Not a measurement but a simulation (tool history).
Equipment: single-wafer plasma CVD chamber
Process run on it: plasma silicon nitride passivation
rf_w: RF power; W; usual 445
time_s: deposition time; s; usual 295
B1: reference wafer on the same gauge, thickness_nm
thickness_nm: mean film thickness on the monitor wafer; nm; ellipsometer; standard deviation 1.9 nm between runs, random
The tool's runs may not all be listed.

Run 1, day 0.000: usual settings; B1 363.198. Result: thickness_nm 413.437 nm.
Run 2, day 0.754: usual settings; B1 362.668. Result: thickness_nm 420.053 nm.
Run 3, day 1.625: usual settings; B1 363.222. Result: thickness_nm 419.821 nm.
Run 4, day 2.417: usual settings; B1 362.781. Result: thickness_nm 420.493 nm.
Run 5, day 3.792: usual settings; B1 361.693. Result: thickness_nm 417.236 nm.
Run 6, day 5.079: usual settings; B1 361.721. Result: thickness_nm 414.284 nm.
Run 7, day 5.654: usual settings but time_s 324 s; B1 361.166. Result: thickness_nm 456.456 nm.
Run 8, day 6.254: usual settings but time_s 314 s; B1 361.239. Result: thickness_nm 439.937 nm.
Run 9, day 7.692: usual settings but time_s 314 s; B1 360.853. Result: thickness_nm 440.451 nm.
Run 10, day 9.158: usual settings; B1 359.740. Result: thickness_nm 414.155 nm.
Run 11, day 10.071: usual settings; B1 359.988. Result: thickness_nm 412.655 nm.
Run 12, day 11.025: usual settings; B1 359.219. Result: thickness_nm 413.941 nm.
Run 13, day 11.788: usual settings; B1 358.520. Result: thickness_nm 409.468 nm.
Run 14, day 12.408: usual settings but time_s 339 s; B1 358.731. Result: thickness_nm 475.216 nm.
Run 15, day 13.367: usual settings but time_s 339 s; B1 358.305. Result: thickness_nm 472.982 nm.
Run 16, day 14.221: usual settings but time_s 339 s; B1 358.107. Result: thickness_nm 476.394 nm.
Run 17, day 15.196: usual settings; B1 357.628. Result: thickness_nm 408.740 nm.
At day 15.942: RF generator calibrated.
Run 18, day 15.958: usual settings but rf_w 505 W; B1 356.833. Result: thickness_nm 425.946 nm.
Run 19, day 17.158: usual settings but rf_w 395 W; B1 356.178. Result: thickness_nm 393.997 nm.
Run 20, day 19.833: usual settings but rf_w 395 W, time_s 269 s; B1 353.542. Result: thickness_nm 355.221 nm.
At day 20.992: showerhead replaced.
Run 21, day 21.012: usual settings but rf_w 395 W, time_s 249 s; B1 352.976. Result: thickness_nm 329.444 nm.
Run 22, day 21.675: usual settings; B1 352.994. Result: thickness_nm 408.976 nm.
Run 23, day 22.612: usual settings but rf_w 490 W, time_s 349 s; B1 352.114. Result: thickness_nm 495.424 nm.
Run 24, day 23.346: usual settings but time_s 350 s; B1 352.023. Result: thickness_nm 478.476 nm.
Run 25, day 24.658: usual settings; B1 351.191. Result: thickness_nm 399.513 nm.
Run 26, day 25.592: usual settings but rf_w 375 W, time_s 252 s; B1 350.600. Result: thickness_nm 321.905 nm.
At day 26.312: gauge calibrated.
Run 27, day 28.483: usual settings but time_s 245 s; B1 365.867. Result: thickness_nm 346.374 nm.
Run 28, day 29.179: usual settings but rf_w 395 W, time_s 269 s; B1 365.627. Result: thickness_nm 368.445 nm.
Run 29, day 30.567: usual settings but rf_w 505 W; B1 365.613. Result: thickness_nm 438.786 nm.
Run 30, day 33.712: usual settings but rf_w 375 W, time_s 345 s; B1 365.387. Result: thickness_nm 461.911 nm.
Run 31, day 34.408: usual settings but rf_w 420 W, time_s 265 s; B1 365.044. Result: thickness_nm 371.758 nm.
Run 32, day 35.262: usual settings but rf_w 395 W, time_s 313 s; B1 365.659. Result: thickness_nm 427.359 nm.
Run 33, day 36.046: usual settings but time_s 274 s; B1 365.285. Result: thickness_nm 390.367 nm.
Run 34, day 37.533: usual settings but rf_w 380 W, time_s 252 s; B1 364.494. Result: thickness_nm 338.113 nm.

Forecast each of these 5 alternatives for the next run:
Run A, day 37.554: usual settings; B1 ?. Result: thickness_nm ?.
Run B, day 37.554: usual settings but rf_w 495 W, time_s 320 s; B1 ?. Result: thickness_nm ?.
Run C, day 37.554: usual settings but rf_w 375 W, time_s 239 s; B1 ?. Result: thickness_nm ?.
Run D, day 37.554: usual settings but rf_w 360 W, time_s 243 s; B1 ?. Result: thickness_nm ?.
Run E, day 37.554: usual settings but rf_w 375 W, time_s 350 s; B1 ?. Result: thickness_nm ?.

run       B1  thickness_nm
  A  364.747       417.913
  B  364.747       469.877
  C  364.747       319.277
  D  364.747       320.035
  E  364.747       467.560
The same runs, with their run-to-run variation unchanged, on a tool lacking any hidden condition would have given:
run  thickness_nm
  A       419.453
  B       471.609
  C       320.454
  D       321.215
  E       469.284
